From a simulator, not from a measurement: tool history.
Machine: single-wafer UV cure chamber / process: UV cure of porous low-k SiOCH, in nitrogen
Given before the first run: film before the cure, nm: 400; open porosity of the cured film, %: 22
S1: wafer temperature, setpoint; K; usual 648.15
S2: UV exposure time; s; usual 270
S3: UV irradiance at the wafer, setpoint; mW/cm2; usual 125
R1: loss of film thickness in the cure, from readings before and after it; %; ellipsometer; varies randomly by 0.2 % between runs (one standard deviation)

run 1 hour=0 | S1=648.15 S2=270 S3=125 | R1=13.295
run 2 hour=16.1 | S1=648.15 S2=270 S3=125 | R1=13.158
-- hour=33.1 quartz window cleaned
run 3 hour=39 | S1=648.15 S2=270 S3=125 | R1=13.028
run 4 hour=66.2 | S1=648.15 S2=270 S3=125 | R1=13.559
run 5 hour=95.5 | S1=653.15 S2=270 S3=125 | R1=13.451
run 6 hour=121.3 | S1=653.15 S2=270 S3=125 | R1=13.411
run 7 hour=152.9 | S1=653.15 S2=270 S3=125 | R1=13.174
-- hour=187.9 UV bulbs replaced
run 8 hour=188.4 | S1=648.15 S2=270 S3=125 | R1=13.339
run 9 hour=195.9 | S1=648.15 S2=270 S3=125 | R1=13.041
-- hour=209.3 quartz window cleaned
run 10 hour=238.6 | S1=648.15 S2=115 S3=125 | R1=9.488
run 11 hour=255.7 | S1=656.15 S2=270 S3=112 | R1=12.859
run 12 hour=286.5 | S1=663.15 S2=365 S3=125 | R1=15.262
run 13 hour=366.3 | S1=660.15 S2=370 S3=110 | R1=14.46
-- hour=392.5 quartz window cleaned
run 14 hour=393 | S1=667.15 S2=270 S3=105 | R1=12.674
run 15 hour=423.5 | S1=648.15 S2=270 S3=137 | R1=13.65
run 16 hour=456.6 | S1=656.15 S2=270 S3=94 | R1=12.096

Forecast each of these 4 alternatives for the next run:
run A hour=457.1 | S1=648.15 S2=385 S3=125 | R1=?
run B hour=457.1 | S1=639.15 S2=270 S3=159 | R1=?
run C hour=457.1 | S1=639.15 S2=270 S3=91 | R1=?
run D hour=457.1 | S1=666.15 S2=205 S3=139 | R1=?

run=A R1=14.787
run=B R1=14.051
run=C R1=11.426
run=D R1=12.625
The same runs, with their run-to-run variation unchanged, on a tool lacking any hidden condition would have given:
run=A R1=14.787
run=B R1=14.051
run=C R1=11.426
run=D R1=12.625

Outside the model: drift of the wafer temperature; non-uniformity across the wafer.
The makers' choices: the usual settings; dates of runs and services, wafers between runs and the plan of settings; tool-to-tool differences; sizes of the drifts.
